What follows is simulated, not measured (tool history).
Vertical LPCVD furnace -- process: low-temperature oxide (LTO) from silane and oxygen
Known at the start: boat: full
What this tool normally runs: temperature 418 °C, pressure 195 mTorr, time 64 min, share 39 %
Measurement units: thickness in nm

run    hour  temperature  pressure  time  share  wafers since the last listed run  hours since the last temperature calibration  hours since the pressure gauge was zeroed  hours since the silane flow controller was replaced  hours since the gauge calibration  read-back reference wafer on the same gauge, thickness  thickness
  1       0          418       195  50.5     39                                 0                                        3299.6                                     3932.2                                               1853.1                              696.4                                                  663.07     429.36
  2    79.6          418       195  50.5     39                              1369                                        3379.2                                     4011.8                                               1932.7                                776                                                  664.57     426.06
  3   137.2          418       195  50.5     39                               990                                        3436.8                                     4069.4                                               1990.3                              833.6                                                  664.17     427.86
  4   225.2          418       195    64     39                              1513                                        3524.8                                     4157.4                                               2078.3                              921.6                                                  664.38     543.58
  5   265.4          418       195    64     39                               691                                          3565                                     4197.6                                               2118.5                              961.8                                                  662.85     542.11
  6   313.4          418       215    64     39                               825                                          3613                                     4245.6                                               2166.5                             1009.8                                                  663.83     592.54
  7   365.1          418       215    64     39                               889                                        3664.7                                     4297.3                                               2218.2                             1061.5                                                  663.08     595.57
      519.8  -- gauge calibrated
      521.2  -- pressure gauge zeroed
  8   547.2          418       215    64     39                              2719                                        3846.8                                         26                                               2400.3                               27.4                                                  664.19     592.02
      591.3  -- silane flow controller replaced
  9   591.8          418       195    64     33                               354                                        3891.4                                       70.6                                                  0.5                                 72                                                  663.31     462.65
 10   650.9          418       195    64     34                              1016                                        3950.5                                      129.7                                                 59.6                              131.1                                                  663.52     478.29
      708.9  -- thermocouples replaced and temperature profile calibrated
 11   725.3          428       155  86.5     44                               866                                          16.4                                      204.1                                                  134                              205.5                                                  663.32     765.55
 12   813.7          414       195    48     39                              1520                                         104.8                                      292.5                                                222.4                              293.9                                                  663.67     408.55
 13     907          418       195    64     33                              1604                                         198.1                                      385.8                                                315.7                              387.2                                                  664.49     459.57
 14   945.8          418       195  77.5     39                               667                                         236.9                                      424.6                                                354.5                                426                                                  664.63      688.7
 15  1030.1          410       195    64     39                              1449                                         321.2                                      508.9                                                438.8                              510.3                                                   663.6     518.27
 16  1074.9          422       195    64     36                               770                                           366                                      553.7                                                483.6                              555.1                                                  663.67      534.9
 17  1172.4          418       240    64     39                              1677                                         463.5                                      651.2                                                581.1                              652.6                                                   664.1     699.72
 18  1268.9          418       195  76.5     35                              1659                                           560                                      747.7                                                677.6                              749.1                                                  663.56     587.19

Alternative continuations, all from the tool just after run 18; predict every row:
  A  1273.4          418       195    64     39                                77                                         564.5                                      752.2                                                682.1                              753.6                                                       ?          ?
  B  1273.4          411       170  49.5     42                                77                                         564.5                                      752.2                                                682.1                              753.6                                                       ?          ?
  C  1273.4          409       175  39.5     39                                77                                         564.5                                      752.2                                                682.1                              753.6                                                       ?          ?
  D  1273.4          412       180    52     39                                77                                         564.5                                      752.2                                                682.1                              753.6                                                       ?          ?
  E  1273.4          418       175    64     39                                77                                         564.5                                      752.2                                                682.1                              753.6                                                       ?          ?

run  read-back reference wafer on the same gauge, thickness  thickness
  A                                                  664.65     562.18
  B                                                  664.65     383.41
  C                                                  664.65     283.15
  D                                                  664.65     395.89
  E                                                  664.65     504.52
Had the tool no hidden state, the same runs would have come out as:
run  thickness
  A     565.39
  B     385.36
  C     284.81
  D     398.19
  E      507.4
